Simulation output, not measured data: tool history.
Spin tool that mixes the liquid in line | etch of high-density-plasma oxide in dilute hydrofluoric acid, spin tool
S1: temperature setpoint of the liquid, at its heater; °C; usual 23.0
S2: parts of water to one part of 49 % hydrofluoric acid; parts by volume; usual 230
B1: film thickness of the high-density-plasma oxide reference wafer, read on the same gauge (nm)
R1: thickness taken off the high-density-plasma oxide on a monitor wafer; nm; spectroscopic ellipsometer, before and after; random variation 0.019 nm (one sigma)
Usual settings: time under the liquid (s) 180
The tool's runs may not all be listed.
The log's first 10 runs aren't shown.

{"run": 11, "hour": 262.1, "S1": 20.5, "S2": 260, "time under the liquid (s)": 220, "B1": 90.021, "R1": 3.408}
{"run": 12, "hour": 292.7, "S1": 19.5, "S2": 145, "time under the liquid (s)": 180, "B1": 90.007, "R1": 5.414}
{"run": 13, "hour": 323.4, "S1": 23.0, "S2": 230, "time under the liquid (s)": 180, "B1": 89.97, "R1": 3.581}
{"run": 14, "hour": 345.3, "S1": 23.0, "S2": 155, "time under the liquid (s)": 145, "B1": 90.006, "R1": 4.65}
{"run": 15, "hour": 377.9, "S1": 23.0, "S2": 230, "time under the liquid (s)": 180, "B1": 89.985, "R1": 3.573}
{"run": 16, "hour": 394.1, "S1": 23.0, "S2": 230, "time under the liquid (s)": 100, "B1": 90.03, "R1": 1.984}
{"hour": 408.2, "done": "thermometer replaced"}
{"hour": 418.2, "done": "hydrofluoric acid flow meter replaced"}
{"run": 17, "hour": 418.6, "S1": 21.0, "S2": 230, "time under the liquid (s)": 135, "B1": 90.01, "R1": 2.217}
{"run": 18, "hour": 442.0, "S1": 23.0, "S2": 230, "time under the liquid (s)": 180, "B1": 89.989, "R1": 3.21}
{"run": 19, "hour": 454.7, "S1": 18.5, "S2": 285, "time under the liquid (s)": 75, "B1": 90.032, "R1": 0.868}
{"run": 20, "hour": 471.5, "S1": 23.0, "S2": 155, "time under the liquid (s)": 180, "B1": 90.003, "R1": 5.142}
{"run": 21, "hour": 484.4, "S1": 24.5, "S2": 305, "time under the liquid (s)": 85, "B1": 89.955, "R1": 1.109}
{"run": 22, "hour": 512.1, "S1": 20.0, "S2": 170, "time under the liquid (s)": 250, "B1": 90.027, "R1": 5.783}
{"run": 23, "hour": 534.5, "S1": 23.0, "S2": 200, "time under the liquid (s)": 180, "B1": 89.999, "R1": 3.829}

Forecast run 24:
{"run": 24, "hour": 549.6, "S1": 23.0, "S2": 230, "time under the liquid (s)": 180, "B1": "?", "R1": "?"}

B1: 90.011
R1: 3.208 nm
Without the tool's hidden state the same run would have given R1 3.179 nm.
